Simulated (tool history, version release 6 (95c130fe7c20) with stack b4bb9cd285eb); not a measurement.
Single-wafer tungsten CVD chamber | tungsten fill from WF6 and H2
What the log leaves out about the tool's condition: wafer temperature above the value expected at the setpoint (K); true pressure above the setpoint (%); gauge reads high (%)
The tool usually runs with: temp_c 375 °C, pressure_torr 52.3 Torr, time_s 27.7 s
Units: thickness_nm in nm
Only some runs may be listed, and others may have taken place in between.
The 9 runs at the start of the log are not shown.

| run | hour | temp_c | pressure_torr | time_s | wafers since the last listed run | hours since the last thermocouple change | hours since the last manometer calibration | hours since the showerhead was replaced | hours since the gauge calibration | read-back reference wafer on the same gauge, thickness_nm | thickness_nm |
|---|---|---|---|---|---|---|---|---|---|---|---|
| 10 | 105.9 | 375 | 52.3 | 27.7 | 187 | 1663.4 | 959.0 | 13.8 | 54.1 | 61.910 | 65.783 |
| 11 | 120.9 | 375 | 52.3 | 27.7 | 322 | 1678.4 | 974.0 | 28.8 | 69.1 | 61.959 | 65.186 |
| 12 | 137.2 | 375 | 52.3 | 27.7 | 350 | 1694.7 | 990.3 | 45.1 | 85.4 | 61.910 | 65.606 |
|  | 147.8 | capacitance manometer re-zeroed and calibrated |
| 13 | 153.2 | 375 | 52.3 | 27.7 | 172 | 1710.7 | 5.4 | 61.1 | 101.4 | 61.952 | 67.336 |
| 14 | 160.4 | 369 | 52.3 | 27.7 | 155 | 1717.9 | 12.6 | 68.3 | 108.6 | 61.918 | 60.671 |
| 15 | 166.8 | 366 | 39.6 | 24.6 | 137 | 1724.3 | 19.0 | 74.7 | 115.0 | 61.899 | 39.818 |
| 16 | 175.5 | 382 | 45.3 | 27.7 | 187 | 1733.0 | 27.7 | 83.4 | 123.7 | 61.913 | 67.796 |
| 17 | 187.2 | 375 | 52.3 | 27.7 | 251 | 1744.7 | 39.4 | 95.1 | 135.4 | 61.978 | 67.723 |
| 18 | 201.3 | 375 | 52.3 | 31.5 | 303 | 1758.8 | 53.5 | 109.2 | 149.5 | 61.900 | 76.706 |
| 19 | 210.1 | 375 | 52.3 | 27.7 | 189 | 1767.6 | 62.3 | 118.0 | 158.3 | 61.903 | 67.461 |
|  | 221.7 | thermocouple changed; heater temperature recalibrated |
| 20 | 225.1 | 375 | 52.3 | 27.7 | 150 | 3.4 | 77.3 | 133.0 | 173.3 | 61.889 | 63.855 |
| 21 | 243.0 | 364 | 44.3 | 24.2 | 385 | 21.3 | 95.2 | 150.9 | 191.2 | 61.900 | 39.764 |
| 22 | 260.2 | 381 | 61.8 | 23.3 | 370 | 38.5 | 112.4 | 168.1 | 208.4 | 61.901 | 67.224 |
| 23 | 271.0 | 383 | 52.3 | 30.7 | 232 | 49.3 | 123.2 | 178.9 | 219.2 | 61.871 | 81.662 |
| 24 | 285.0 | 381 | 42.4 | 22.3 | 301 | 63.3 | 137.2 | 192.9 | 233.2 | 61.919 | 48.060 |
| 25 | 292.3 | 381 | 58.1 | 30.3 | 157 | 70.6 | 144.5 | 200.2 | 240.5 | 61.891 | 84.103 |
| 26 | 308.4 | 363 | 52.3 | 30.4 | 346 | 86.7 | 160.6 | 216.3 | 256.6 | 61.873 | 56.101 |
| 27 | 324.0 | 364 | 40.3 | 24.5 | 335 | 102.3 | 176.2 | 231.9 | 272.2 | 61.905 | 36.548 |
| 28 | 339.1 | 382 | 52.3 | 29.7 | 325 | 117.4 | 191.3 | 247.0 | 287.3 | 61.928 | 77.569 |
| 29 | 345.5 | 361 | 47.2 | 33.1 | 137 | 123.8 | 197.7 | 253.4 | 293.7 | 61.911 | 53.989 |
| 30 | 356.3 | 375 | 48.2 | 30.5 | 232 | 134.6 | 208.5 | 264.2 | 304.5 | 61.894 | 65.682 |
| 31 | 364.3 | 371 | 47.4 | 22.9 | 172 | 142.6 | 216.5 | 272.2 | 312.5 | 61.855 | 45.387 |
| 32 | 373.0 | 375 | 48.5 | 27.7 | 187 | 151.3 | 225.2 | 280.9 | 321.2 | 61.965 | 60.012 |
| 33 | 384.0 | 375 | 52.3 | 27.7 | 236 | 162.3 | 236.2 | 291.9 | 332.2 | 61.922 | 63.868 |
| 34 | 391.2 | 389 | 52.3 | 27.7 | 155 | 169.5 | 243.4 | 299.1 | 339.4 | 61.894 | 81.772 |

Consider 4 possible next runs. They are alternatives, not a sequence: every one starts from the tool as it was left by run 34. What does each give?
| A | 391.6 | 365 | 52.3 | 27.7 | 8 | 169.9 | 243.8 | 299.5 | 339.8 | ? | ? |
| B | 391.6 | 375 | 52.3 | 23.7 | 8 | 169.9 | 243.8 | 299.5 | 339.8 | ? | ? |
| C | 391.6 | 381 | 45.0 | 25.6 | 8 | 169.9 | 243.8 | 299.5 | 339.8 | ? | ? |
| D | 391.6 | 369 | 57.1 | 32.4 | 8 | 169.9 | 243.8 | 299.5 | 339.8 | ? | ? |

| run | read-back reference wafer on the same gauge, thickness_nm | thickness_nm |
|---|---|---|
| A | 61.874 | 53.027 |
| B | 61.874 | 54.598 |
| C | 61.874 | 58.083 |
| D | 61.874 | 71.384 |
Stripped of hidden state, with their random variation kept, the same runs would have yielded:
| run | thickness_nm |
|---|---|
| A | 52.862 |
| B | 54.433 |
| C | 57.908 |
| D | 71.164 |
